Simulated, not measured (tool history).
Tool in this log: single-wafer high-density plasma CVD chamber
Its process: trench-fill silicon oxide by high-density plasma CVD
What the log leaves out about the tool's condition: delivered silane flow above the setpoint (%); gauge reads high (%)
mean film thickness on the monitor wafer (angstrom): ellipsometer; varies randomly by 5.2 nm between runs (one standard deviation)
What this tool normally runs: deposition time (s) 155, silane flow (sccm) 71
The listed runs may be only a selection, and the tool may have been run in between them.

run	day	deposition time (s)	silane flow (sccm)	wafers since the last listed run	hours since the silane flow controller was replaced	hours since the gauge calibration	read-back reference wafer on the same gauge, thickness_nm	mean film thickness on the monitor wafer (angstrom)
1	0	171	71	0	2313.3	558.1	1092.716	12554.28
2	2.275	155	71	750	2367.9	612.7	1092.529	11331.1
3	4.992	155	71	896	2433.1	677.9	1094.448	11347.98
4	7.933	155	71	970	2503.7	748.5	1092.793	11317.19
5	10.021	155	71	688	2553.8	798.6	1092.833	11287.59
6	12.521	155	71	825	2613.8	858.6	1096.148	11211.98
# day 13.879: gauge calibrated
7	14.758	155	71	738	2667.5	21.1	1069.159	11006.12
8	16.304	155	71	510	2704.6	58.2	1072.491	11045.38
9	18.942	155	71	870	2767.9	121.5	1076.005	11088.86
10	20.912	155	71	650	2815.2	168.8	1081.186	11133.36
11	23.358	155	71	807	2873.9	227.5	1083.301	11230.8
12	25.7	161	71	772	2930.1	283.7	1084.099	11615.08
# day 27.988: silane flow controller replaced
13	32.65	161	71	2183	111.9	450.5	1086.894	11795.67
14	34.067	178	59	467	145.9	484.5	1088.017	11113.18
15	35.242	155	63	387	174.1	512.7	1090.594	10256.94
16	36.55	174	61	431	205.5	544.1	1086.468	11116.64
17	38.412	144	82	614	250.2	588.8	1089.277	11858.87
18	40.075	126	62	548	290.1	628.7	1089.169	8196.11
19	42.05	171	71	651	337.5	676.1	1089.449	12440.21
20	43.838	155	71	589	380.4	719	1090.728	11236.16
21	45.112	184	61	420	411	749.6	1093.994	11785.36
# day 46.562: gauge calibrated
22	47.992	179	71	950	480.1	34.3	1075.178	12881.78
23	50.554	174	61	845	541.6	95.8	1080.592	10969.23
24	52.196	143	62	541	581	135.2	1081.724	9227.13
25	53.304	138	57	365	607.6	161.8	1084.522	8302.55
26	57.329	155	71	1328	704.2	258.4	1087.059	11200.42
27	59.95	141	71	864	767.1	321.3	1088.244	10312.63

Take each entry between the runs: how does the hidden state at the last listed run before it differ from the hidden state at the first listed run after it?
Run 6 -> run 7: gauge calibrated (day 13.879)
  gauge reads high (%): 2.26 -> -0.0979
  difference, measured minus the result without the unlogged condition, mean film thickness on the monitor wafer (angstrom): +248.05 -> -10.78
Run 12 -> run 13: silane flow controller replaced (day 27.988)
  gauge reads high (%): 1.3 -> 1.68
  difference, measured minus the result without the unlogged condition, mean film thickness on the monitor wafer (angstrom): +149.49 -> +195.38
Run 21 -> run 22: gauge calibrated (day 46.562)
  gauge reads high (%): 1.97 -> 0.431
  difference, measured minus the result without the unlogged condition, mean film thickness on the monitor wafer (angstrom): +228.07 -> +55.29
